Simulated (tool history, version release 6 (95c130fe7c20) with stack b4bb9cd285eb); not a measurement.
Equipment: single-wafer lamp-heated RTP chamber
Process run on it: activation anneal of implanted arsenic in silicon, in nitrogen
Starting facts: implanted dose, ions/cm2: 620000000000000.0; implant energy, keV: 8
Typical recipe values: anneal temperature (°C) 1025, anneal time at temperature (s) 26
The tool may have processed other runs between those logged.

run,hour,anneal temperature (°C),anneal time at temperature (s),wafers since the last listed run,wafers since the last pyrometer calibration,wafers since the reflector plate was cleaned,hours since the gauge calibration,"read-back reference wafer on the same gauge, sheet resistance",sheet resistance of the implanted and annealed layer (ohm/square)
1,0,1025,26,0,3193,782,1366.7,140.09,174.03
2,80.5,1025,26,538,3731,1320,1447.2,139.89,173.71
3,119.7,1025,26,262,3993,1582,1486.4,140.07,173.95
4,190.3,1025,26,471,4465,2054,1557,139.98,173.98
5,226.4,1032,26,241,4707,2295,1593.1,140.14,171.03
6,267.7,1032,26,276,4983,2571,1634.4,139.97,171.76
# hour 516.8: pyrometer window cleaned and pyrometer calibrated
7,572.3,1032,26,1982,370,4554,1939,139.93,168.98
8,626.6,1048,22,362,733,4917,1993.3,139.86,166.29
9,733.9,1025,26,717,1451,5634,2100.6,140.03,172.47
# hour 801.5: reflector plate cleaned
10,802,1025,26,401,1852,3,2168.7,140.03,171.23
11,901.7,1025,26,666,2519,669,2268.4,139.97,172.02
12,961.6,1002,17,400,2919,1070,2328.3,140,187.24
13,1066.2,1002,17,699,3618,1769,2432.9,139.96,187.42
14,1150.6,1015,26,564,4182,2333,2517.3,140.03,174.34
15,1214,1015,26,423,4606,2757,2580.7,139.95,174.43
16,1270.3,1007,26,376,4983,3133,2637,139.86,176.49
17,1318.8,1007,26,324,5307,3457,2685.5,140.03,178.22
# hour 1373.2: reflector plate cleaned, repeated, since the last time left the tool worse
18,1381.3,1004,31,364,5671,53,2748,140.02,180.26
# hour 1439.6: gauge calibrated
19,1598.4,1040,17,1451,7122,1505,158.8,139.86,174.56
# hour 1630.5: pyrometer window cleaned and pyrometer calibrated
20,1690,1010,32,558,398,2063,250.4,139.83,175.15
21,1762.1,1025,26,481,879,2545,322.5,139.81,172.55
22,1808.4,1025,26,309,1189,2855,368.8,139.99,172.56
23,1865.5,1017,26,381,1571,3237,425.9,139.99,176.23
24,1902,1046,35,243,1815,3481,462.4,139.96,161.26
25,1965.1,1025,20,421,2236,3902,525.5,140.03,177.15
26,2133.6,1025,26,1126,3363,5029,694,140.19,171.8
27,2213.6,997,26,534,3898,5563,774,140.14,184.36
28,2258.1,1034,38,297,4195,5861,818.5,139.81,163.56
# hour 2316.7: reflector plate cleaned
29,2355.5,1039,15,597,4793,259,915.9,139.92,177.36
30,2436.1,1041,20,538,5331,798,996.5,140.12,172.09
31,2510.4,1025,26,496,5828,1294,1070.8,140.07,174.42

Run 32 is up next; what results do you expect?
32,2552.2,1034,39,279,6107,1574,1112.6,?,?

{"run 32": {"read-back reference wafer on the same gauge, sheet resistance": 140.08, "sheet resistance of the implanted and annealed layer (ohm/square)": 162.75}}
Had the tool carried no hidden state, the very same run would have given sheet resistance of the implanted and annealed layer (ohm/square) 163.61.

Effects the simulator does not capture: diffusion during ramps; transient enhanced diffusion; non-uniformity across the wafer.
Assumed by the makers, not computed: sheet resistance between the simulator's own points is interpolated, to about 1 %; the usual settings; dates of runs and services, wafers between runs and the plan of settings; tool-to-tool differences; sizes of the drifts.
